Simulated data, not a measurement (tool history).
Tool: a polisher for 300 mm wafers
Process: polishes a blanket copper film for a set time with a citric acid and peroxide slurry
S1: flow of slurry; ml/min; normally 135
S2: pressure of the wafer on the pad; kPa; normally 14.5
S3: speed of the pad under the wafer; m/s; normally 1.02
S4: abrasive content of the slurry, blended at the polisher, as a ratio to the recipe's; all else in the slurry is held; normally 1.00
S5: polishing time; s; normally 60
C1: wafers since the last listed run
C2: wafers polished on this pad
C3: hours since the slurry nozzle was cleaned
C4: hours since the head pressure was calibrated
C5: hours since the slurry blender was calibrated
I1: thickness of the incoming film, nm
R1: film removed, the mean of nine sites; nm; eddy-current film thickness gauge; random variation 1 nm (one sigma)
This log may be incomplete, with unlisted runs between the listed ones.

| run | day | S1 | S2 | S3 | S4 | S5 | C1 | C2 | C3 | C4 | C5 | I1 | R1 |
|---|---|---|---|---|---|---|---|---|---|---|---|---|---|
| 1 | 0.000 | 135 | 14.5 | 0.94 | 1.00 | 60 | 0 | 208 | 686.9 | 216.1 | 247.3 | 1091.8 | 81.4 |
| 2 | 0.888 | 135 | 14.5 | 1.02 | 1.00 | 60 | 311 | 519 | 708.2 | 237.4 | 268.6 | 1110.0 | 88.2 |
| 3 | 1.317 | 135 | 14.5 | 1.02 | 1.00 | 60 | 150 | 670 | 718.5 | 247.7 | 278.9 | 1080.0 | 87.3 |
| 4 | 1.988 | 135 | 14.5 | 1.02 | 1.00 | 60 | 235 | 905 | 734.6 | 263.8 | 295.0 | 1092.9 | 87.2 |
| 5 | 2.667 | 135 | 14.5 | 1.02 | 1.00 | 60 | 238 | 1144 | 750.9 | 280.1 | 311.3 | 1086.7 | 87.0 |
| 6 | 2.925 | 135 | 14.5 | 1.02 | 1.00 | 60 | 90 | 1235 | 757.1 | 286.3 | 317.5 | 1101.8 | 87.1 |
| 7 | 3.254 | 135 | 11.0 | 1.02 | 1.00 | 60 | 115 | 1350 | 765.0 | 294.2 | 325.4 | 1070.9 | 66.3 |
|  | 3.471 | slurry nozzle cleaned |
|  | 4.017 | worn pad replaced by a new one |
| 8 | 4.038 | 135 | 14.5 | 1.02 | 1.00 | 60 | 201 | 6 | 13.6 | 313.0 | 344.2 | 1081.0 | 79.3 |
| 9 | 4.312 | 135 | 14.5 | 1.02 | 1.00 | 60 | 96 | 103 | 20.2 | 319.6 | 350.8 | 1112.0 | 77.8 |
| 10 | 5.042 | 115 | 14.5 | 1.02 | 1.00 | 43 | 255 | 359 | 37.7 | 337.1 | 368.3 | 1094.1 | 51.3 |
| 11 | 5.512 | 90 | 17.9 | 0.86 | 1.00 | 65 | 165 | 524 | 49.0 | 348.4 | 379.6 | 1078.0 | 70.5 |
| 12 | 6.138 | 90 | 18.6 | 1.02 | 1.00 | 71 | 219 | 743 | 64.0 | 363.4 | 394.6 | 1095.4 | 93.2 |
| 13 | 6.804 | 90 | 17.9 | 1.02 | 1.00 | 52 | 233 | 977 | 80.0 | 379.4 | 410.6 | 1084.4 | 66.4 |
| 14 | 7.508 | 155 | 14.5 | 1.02 | 1.00 | 60 | 247 | 1224 | 96.9 | 396.3 | 427.5 | 1100.9 | 81.1 |
|  | 7.671 | slurry nozzle cleaned, repeated, since the last time left the tool worse |
|  | 8.204 | worn pad replaced by a new one |
| 15 | 8.225 | 135 | 14.5 | 1.02 | 1.00 | 60 | 178 | 7 | 13.3 | 413.5 | 444.7 | 1106.2 | 96.2 |
| 16 | 8.729 | 135 | 13.1 | 1.02 | 1.00 | 43 | 176 | 184 | 25.4 | 425.6 | 456.8 | 1087.4 | 61.8 |
| 17 | 9.083 | 120 | 11.0 | 1.02 | 1.10 | 60 | 124 | 308 | 33.9 | 434.1 | 465.3 | 1068.4 | 72.4 |
|  | 9.354 | head pressure recalibrated |
| 18 | 9.458 | 135 | 14.5 | 1.02 | 1.00 | 52 | 102 | 410 | 42.9 | 2.5 | 474.3 | 1097.8 | 82.2 |
| 19 | 10.158 | 135 | 12.4 | 1.02 | 1.25 | 60 | 245 | 656 | 59.7 | 19.3 | 491.1 | 1084.5 | 86.7 |
| 20 | 10.542 | 100 | 14.5 | 0.70 | 1.30 | 60 | 134 | 791 | 68.9 | 28.5 | 500.3 | 1085.6 | 65.1 |
| 21 | 10.796 | 135 | 14.5 | 0.90 | 1.00 | 60 | 89 | 880 | 75.0 | 34.6 | 506.4 | 1090.0 | 84.4 |
| 22 | 11.317 | 100 | 14.5 | 0.70 | 1.30 | 60 | 182 | 1063 | 87.5 | 47.1 | 518.9 | 1082.6 | 63.5 |
|  | 11.879 | slurry blender recalibrated |
| 23 | 11.967 | 135 | 14.5 | 1.02 | 1.00 | 60 | 198 | 1262 | 103.1 | 62.7 | 2.1 | 1092.8 | 94.6 |
| 24 | 12.262 | 105 | 14.5 | 1.30 | 1.00 | 60 | 103 | 1365 | 110.2 | 69.8 | 9.2 | 1086.5 | 113.4 |
| 25 | 12.783 | 135 | 17.2 | 1.26 | 0.80 | 51 | 182 | 1548 | 122.7 | 82.3 | 21.7 | 1103.8 | 114.2 |
| 26 | 13.042 | 135 | 17.2 | 1.22 | 1.00 | 60 | 90 | 1639 | 128.9 | 88.5 | 27.9 | 1085.0 | 134.2 |
|  | 13.621 | worn pad replaced by a new one |
| 27 | 13.642 | 135 | 14.5 | 1.02 | 1.00 | 60 | 152 | 7 | 143.3 | 102.9 | 42.3 | 1090.9 | 94.0 |
| 28 | 15.354 | 135 | 14.5 | 1.02 | 1.00 | 60 | 601 | 608 | 184.4 | 144.0 | 83.4 | 1101.5 | 93.6 |
| 29 | 15.912 | 135 | 15.9 | 1.02 | 1.00 | 48 | 195 | 804 | 197.8 | 157.4 | 96.8 | 1072.4 | 81.7 |
| 30 | 17.479 | 175 | 10.3 | 0.86 | 1.00 | 60 | 549 | 1353 | 235.4 | 195.0 | 134.4 | 1084.8 | 61.2 |
|  | 17.829 | worn pad replaced by a new one |
| 31 | 18.108 | 135 | 14.5 | 1.02 | 1.00 | 60 | 162 | 97 | 250.5 | 210.1 | 149.5 | 1099.3 | 93.7 |

Some steps in R1, run to run, broken into two amounts with sign: the step expected even without the hidden condition (settings, incoming material, random variation), and the rest, left for the hidden condition together with whatever gauge scatter is not in both the measured and the hidden-condition-free result:
The hidden state here: removal rate lost through wear of the pad, %; slurry flow missing at the pad, %; deviation of the head's pressure from its setpoint, %; abrasive missing from the slurry, %.
Run 7 -> 8: S2 11.0 -> 14.5, slurry nozzle cleaned, worn pad replaced by a new one. R1 +13.0 nm: hidden state -11.9, all else +24.9.
Run 10 -> 11: S1 115 -> 90, S2 14.5 -> 17.9, S3 1.02 -> 0.86, S5 43 -> 65. R1 +19.2 nm: hidden state -12.1, all else +31.3.
Run 14 -> 15: S1 155 -> 135, slurry nozzle cleaned, repeated, since the last time left the tool worse, worn pad replaced by a new one. R1 +15.1 nm: hidden state +18.8, all else -3.7.
Run 15 -> 16: S2 14.5 -> 13.1, S5 60 -> 43. R1 -34.4 nm: hidden state -0.1, all else -34.3.
Run 26 -> 27: S2 17.2 -> 14.5, S3 1.22 -> 1.02, worn pad replaced by a new one. R1 -40.2 nm: hidden state +0.3, all else -40.5.
Run 30 -> 31: S1 175 -> 135, S2 10.3 -> 14.5, S3 0.86 -> 1.02, worn pad replaced by a new one. R1 +32.5 nm: hidden state -1.1, all else +33.6.
